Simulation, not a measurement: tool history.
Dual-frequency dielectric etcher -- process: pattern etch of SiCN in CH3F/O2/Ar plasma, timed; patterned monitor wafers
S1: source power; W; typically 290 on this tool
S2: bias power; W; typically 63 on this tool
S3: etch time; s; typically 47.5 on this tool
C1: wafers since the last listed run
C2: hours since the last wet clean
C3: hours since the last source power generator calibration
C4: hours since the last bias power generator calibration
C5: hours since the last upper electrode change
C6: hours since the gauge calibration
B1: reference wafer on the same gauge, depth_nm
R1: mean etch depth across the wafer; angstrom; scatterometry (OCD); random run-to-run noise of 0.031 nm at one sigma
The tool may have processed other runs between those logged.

run,hour,S1,S2,S3,C1,C2,C3,C4,C5,C6,B1,R1
1,0,290,63,47.5,0,160.9,2665.5,2746.6,1656.1,1401.7,15,139.6
2,53.3,290,63,47.5,469,214.2,2718.8,2799.9,1709.4,1455,15,139.6
3,103.8,290,63,47.5,445,264.7,2769.3,2850.4,1759.9,1505.5,15,140.1
4,139.4,290,63,47.5,313,300.3,2804.9,2886,1795.5,1541.1,14.99,140.2
# hour 186.4: upper electrode replaced
5,186.9,290,63,47.5,207,347.8,2852.4,2933.5,0.5,1588.6,15,140.3
6,220.4,290,63,47.5,295,381.3,2885.9,2967,34,1622.1,15,140.6
7,265.4,290,63,47.5,396,426.3,2930.9,3012,79,1667.1,14.99,141.3
# hour 267.2: gauge calibrated
8,307.9,290,63,47.5,374,468.8,2973.4,3054.5,121.5,40.7,15,140.9
9,333.1,290,63,47.5,222,494,2998.6,3079.7,146.7,65.9,14.99,141
# hour 388: bias power generator calibrated
10,388.5,290,63,47.5,452,549.4,3054,0.5,202.1,121.3,15,141.4
# hour 417: source power generator calibrated
# hour 453.3: wet clean of the chamber
11,453.8,250,63,47.5,328,0.5,36.8,65.8,267.4,186.6,14.99,128.8
12,479.4,240,79,47.5,225,26.1,62.4,91.4,293,212.2,15,139.9
13,550.8,310,63,47.5,629,97.5,133.8,162.8,364.4,283.6,15.01,144.4
14,587.1,290,63,47.5,319,133.8,170.1,199.1,400.7,319.9,15,139.5
15,641.9,240,76,38.5,482,188.6,224.9,253.9,455.5,374.7,14.99,111.9
16,710,290,63,47.5,600,256.7,293,322,523.6,442.8,15,140.3
17,749.2,330,63,40,345,295.9,332.2,361.2,562.8,482,15,126
18,819.2,260,63,36.5,616,365.9,402.2,431.2,632.8,552,15,102
19,878.2,290,63,40.5,519,424.9,461.2,490.2,691.8,611,15,120
# hour 1039.3: wet clean of the chamber
20,1039.8,250,55,47.5,1212,0.5,622.8,651.8,853.4,772.6,15,120.3
21,1089.1,340,63,61.5,434,49.8,672.1,701.1,902.7,821.9,15,196.4
22,1126.6,290,63,47.5,330,87.3,709.6,738.6,940.2,859.4,14.99,139.5
23,1196.8,290,63,47.5,618,157.5,779.8,808.8,1010.4,929.6,14.99,140.2
24,1246.6,240,48,47.5,438,207.3,829.6,858.6,1060.2,979.4,15.01,110.5
25,1290.3,320,54,52,385,251,873.3,902.3,1103.9,1023.1,15,150.1
26,1328.4,260,56,42,335,289.1,911.4,940.4,1142,1061.2,15,110.9
27,1388.6,290,63,47.5,530,349.3,971.6,1000.6,1202.2,1121.4,15,140.7
28,1422,290,63,53.5,294,382.7,1005,1034,1235.6,1154.8,14.99,158.2
29,1481.2,340,72,47.5,521,441.9,1064.2,1093.2,1294.8,1214,15,162.8

Each row is a separate what-if for the run after 29, all from the same tool condition, not one after another. Results?
A,1481.6,360,63,47.5,3,442.3,1064.6,1093.6,1295.2,1214.4,?,?
B,1481.6,340,63,47.5,3,442.3,1064.6,1093.6,1295.2,1214.4,?,?
C,1481.6,290,63,36.5,3,442.3,1064.6,1093.6,1295.2,1214.4,?,?
D,1481.6,290,47,57,3,442.3,1064.6,1093.6,1295.2,1214.4,?,?
E,1481.6,290,76,47.5,3,442.3,1064.6,1093.6,1295.2,1214.4,?,?

run,B1,R1
A,15,157.2
B,15,152.9
C,15,108.4
D,15,146.8
E,15,154.3
Stripped of hidden state, with their random variation kept, the same runs would have yielded:
run,R1
A,154.9
B,150.6
C,106.8
D,144.7
E,152.1

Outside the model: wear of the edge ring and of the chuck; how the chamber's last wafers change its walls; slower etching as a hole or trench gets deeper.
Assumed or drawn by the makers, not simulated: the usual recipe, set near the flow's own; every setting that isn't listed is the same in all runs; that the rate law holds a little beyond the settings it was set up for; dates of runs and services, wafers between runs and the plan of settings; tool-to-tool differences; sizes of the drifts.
